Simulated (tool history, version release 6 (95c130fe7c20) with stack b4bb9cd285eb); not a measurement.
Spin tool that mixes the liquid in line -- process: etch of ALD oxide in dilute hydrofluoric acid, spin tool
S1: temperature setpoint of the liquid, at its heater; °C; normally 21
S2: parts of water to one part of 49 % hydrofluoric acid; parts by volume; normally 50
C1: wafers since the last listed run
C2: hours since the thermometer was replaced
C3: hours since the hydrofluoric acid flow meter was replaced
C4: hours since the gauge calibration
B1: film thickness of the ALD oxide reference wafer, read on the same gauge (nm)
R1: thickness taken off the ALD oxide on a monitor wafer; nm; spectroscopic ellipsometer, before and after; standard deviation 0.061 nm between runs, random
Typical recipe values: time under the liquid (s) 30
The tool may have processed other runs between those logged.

{"run": 1, "hour": 0.0, "S1": 21, "S2": 40, "time under the liquid (s)": 30, "C1": 0, "C2": 233, "C3": 575.8, "C4": 2156.6, "B1": 100.01, "R1": 15.25}
{"run": 2, "hour": 90.4, "S1": 21, "S2": 40, "time under the liquid (s)": 30, "C1": 1860, "C2": 323.4, "C3": 666.2, "C4": 2247, "B1": 99.96, "R1": 15.33}
{"run": 3, "hour": 135.5, "S1": 21, "S2": 50, "time under the liquid (s)": 30, "C1": 928, "C2": 368.5, "C3": 711.3, "C4": 2292.1, "B1": 99.99, "R1": 12.16}
{"run": 4, "hour": 196.8, "S1": 21, "S2": 50, "time under the liquid (s)": 30, "C1": 1261, "C2": 429.8, "C3": 772.6, "C4": 2353.4, "B1": 100, "R1": 12.07}
{"run": 5, "hour": 255.2, "S1": 21, "S2": 50, "time under the liquid (s)": 30, "C1": 1202, "C2": 488.2, "C3": 831, "C4": 2411.8, "B1": 99.97, "R1": 11.92}
{"run": 6, "hour": 296.8, "S1": 21, "S2": 65, "time under the liquid (s)": 40, "C1": 856, "C2": 529.8, "C3": 872.6, "C4": 2453.4, "B1": 99.98, "R1": 12}
{"run": 7, "hour": 392.0, "S1": 21, "S2": 65, "time under the liquid (s)": 40, "C1": 1959, "C2": 625, "C3": 967.8, "C4": 2548.6, "B1": 99.99, "R1": 12.15}
{"run": 8, "hour": 436.5, "S1": 21, "S2": 65, "time under the liquid (s)": 40, "C1": 916, "C2": 669.5, "C3": 1012.3, "C4": 2593.1, "B1": 100, "R1": 12.02}
{"run": 9, "hour": 494.6, "S1": 18.5, "S2": 50, "time under the liquid (s)": 30, "C1": 1196, "C2": 727.6, "C3": 1070.4, "C4": 2651.2, "B1": 100.03, "R1": 10.77}
{"run": 10, "hour": 564.1, "S1": 21, "S2": 50, "time under the liquid (s)": 45, "C1": 1430, "C2": 797.1, "C3": 1139.9, "C4": 2720.7, "B1": 100, "R1": 18}
{"run": 11, "hour": 605.3, "S1": 21, "S2": 50, "time under the liquid (s)": 45, "C1": 848, "C2": 838.3, "C3": 1181.1, "C4": 2761.9, "B1": 99.97, "R1": 17.9}
{"run": 12, "hour": 689.9, "S1": 23.5, "S2": 50, "time under the liquid (s)": 15, "C1": 1741, "C2": 922.9, "C3": 1265.7, "C4": 2846.5, "B1": 99.96, "R1": 6.59}
{"run": 13, "hour": 783.6, "S1": 17, "S2": 65, "time under the liquid (s)": 15, "C1": 1928, "C2": 1016.6, "C3": 1359.4, "C4": 2940.2, "B1": 99.98, "R1": 3.78}
{"run": 14, "hour": 854.8, "S1": 17, "S2": 50, "time under the liquid (s)": 20, "C1": 1465, "C2": 1087.8, "C3": 1430.6, "C4": 3011.4, "B1": 99.99, "R1": 6.66}
{"run": 15, "hour": 897.2, "S1": 21, "S2": 60, "time under the liquid (s)": 15, "C1": 872, "C2": 1130.2, "C3": 1473, "C4": 3053.8, "B1": 99.96, "R1": 4.85}
{"run": 16, "hour": 942.1, "S1": 21, "S2": 50, "time under the liquid (s)": 30, "C1": 924, "C2": 1175.1, "C3": 1517.9, "C4": 3098.7, "B1": 100.05, "R1": 11.78}
{"run": 17, "hour": 1015.9, "S1": 22.5, "S2": 50, "time under the liquid (s)": 30, "C1": 1519, "C2": 1248.9, "C3": 1591.7, "C4": 3172.5, "B1": 99.98, "R1": 12.45}
{"run": 18, "hour": 1073.1, "S1": 23, "S2": 50, "time under the liquid (s)": 30, "C1": 1177, "C2": 1306.1, "C3": 1648.9, "C4": 3229.7, "B1": 99.94, "R1": 12.8}
{"run": 19, "hour": 1121.8, "S1": 21, "S2": 75, "time under the liquid (s)": 45, "C1": 1002, "C2": 1354.8, "C3": 1697.6, "C4": 3278.4, "B1": 99.97, "R1": 11.4}
{"run": 20, "hour": 1208.6, "S1": 25, "S2": 40, "time under the liquid (s)": 45, "C1": 1786, "C2": 1441.6, "C3": 1784.4, "C4": 3365.2, "B1": 99.97, "R1": 26.49}
{"run": 21, "hour": 1250.0, "S1": 23.5, "S2": 50, "time under the liquid (s)": 30, "C1": 852, "C2": 1483, "C3": 1825.8, "C4": 3406.6, "B1": 100.04, "R1": 12.98}
{"hour": 1306.1, "done": "hydrofluoric acid flow meter replaced"}
{"hour": 1328.8, "done": "thermometer replaced"}
{"run": 22, "hour": 1329.3, "S1": 21, "S2": 50, "time under the liquid (s)": 20, "C1": 1591, "C2": 0.5, "C3": 23.2, "C4": 3485.9, "B1": 100.01, "R1": 8.09}
{"hour": 1411.7, "done": "gauge calibrated"}
{"run": 23, "hour": 1433.6, "S1": 21, "S2": 50, "time under the liquid (s)": 30, "C1": 2147, "C2": 104.8, "C3": 127.5, "C4": 21.9, "B1": 99.99, "R1": 12.15}
{"run": 24, "hour": 1501.8, "S1": 24, "S2": 50, "time under the liquid (s)": 20, "C1": 1403, "C2": 173, "C3": 195.7, "C4": 90.1, "B1": 100.02, "R1": 9.18}
{"run": 25, "hour": 1608.4, "S1": 21, "S2": 50, "time under the liquid (s)": 45, "C1": 2194, "C2": 279.6, "C3": 302.3, "C4": 196.7, "B1": 100.02, "R1": 18.28}
{"run": 26, "hour": 1707.1, "S1": 21, "S2": 55, "time under the liquid (s)": 30, "C1": 2031, "C2": 378.3, "C3": 401, "C4": 295.4, "B1": 100, "R1": 11.06}
{"run": 27, "hour": 1744.3, "S1": 23.5, "S2": 30, "time under the liquid (s)": 40, "C1": 765, "C2": 415.5, "C3": 438.2, "C4": 332.6, "B1": 100.02, "R1": 30.78}

What does the tool deliver on the next run?
{"run": 28, "hour": 1809.9, "S1": 21, "S2": 60, "time under the liquid (s)": 40, "C1": 1350, "C2": 481.1, "C3": 503.8, "C4": 398.2, "B1": "?", "R1": "?"}

B1: 99.97
R1: 13.3 nm
Take away the tool's hidden state, keep the run-to-run variation as it was, and the same run would have given R1 13.53 nm.
